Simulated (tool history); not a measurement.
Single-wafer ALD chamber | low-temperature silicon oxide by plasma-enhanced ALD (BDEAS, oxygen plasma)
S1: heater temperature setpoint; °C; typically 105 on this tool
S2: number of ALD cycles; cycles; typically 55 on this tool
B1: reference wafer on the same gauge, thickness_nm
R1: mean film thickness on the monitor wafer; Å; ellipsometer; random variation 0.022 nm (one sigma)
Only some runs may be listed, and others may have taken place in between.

run 1 hour=0.0 | S1=111 S2=48 | B1=9.382 | R1=74.76
run 2 hour=14.4 | S1=111 S2=48 | B1=9.380 | R1=75.15
run 3 hour=31.4 | S1=93 S2=55 | B1=9.386 | R1=89.17
run 4 hour=41.1 | S1=105 S2=60 | B1=9.383 | R1=94.07
run 5 hour=49.0 | S1=105 S2=55 | B1=9.386 | R1=87.09
run 6 hour=57.0 | S1=105 S2=55 | B1=9.380 | R1=86.80
run 7 hour=72.3 | S1=115 S2=61 | B1=9.379 | R1=94.21
run 8 hour=85.5 | S1=115 S2=61 | B1=9.375 | R1=94.20
run 9 hour=91.9 | S1=109 S2=55 | B1=9.383 | R1=86.16
run 10 hour=104.8 | S1=105 S2=55 | B1=9.382 | R1=86.94
run 11 hour=113.6 | S1=105 S2=55 | B1=9.380 | R1=86.71
run 12 hour=131.0 | S1=105 S2=55 | B1=9.379 | R1=86.54
run 13 hour=139.0 | S1=105 S2=55 | B1=9.381 | R1=86.61
run 14 hour=145.1 | S1=105 S2=55 | B1=9.380 | R1=86.62
run 15 hour=160.6 | S1=105 S2=55 | B1=9.377 | R1=86.13
run 16 hour=168.4 | S1=105 S2=50 | B1=9.383 | R1=78.77
run 17 hour=177.3 | S1=105 S2=50 | B1=9.381 | R1=78.53
run 18 hour=184.9 | S1=105 S2=50 | B1=9.379 | R1=78.64
run 19 hour=198.4 | S1=105 S2=64 | B1=9.377 | R1=100.58
run 20 hour=237.3 | S1=105 S2=64 | B1=9.383 | R1=100.38
run 21 hour=250.5 | S1=105 S2=55 | B1=9.377 | R1=86.40
run 22 hour=266.7 | S1=109 S2=55 | B1=9.377 | R1=86.09
run 23 hour=280.2 | S1=105 S2=55 | B1=9.384 | R1=86.50
run 24 hour=289.6 | S1=114 S2=44 | B1=9.381 | R1=68.09
run 25 hour=303.6 | S1=105 S2=55 | B1=9.380 | R1=86.56
run 26 hour=316.6 | S1=120 S2=55 | B1=9.380 | R1=84.30
-- hour=317.4 gauge calibrated
run 27 hour=331.9 | S1=105 S2=60 | B1=9.378 | R1=94.34
run 28 hour=346.2 | S1=96 S2=64 | B1=9.381 | R1=103.02

Run 29 comes next. What will it give?
run 29 hour=352.3 | S1=91 S2=55 | B1=? | R1=?

B1: 9.376
R1: 89.72 Å
With no hidden state in the tool, this same run would have given R1 89.72 Å.
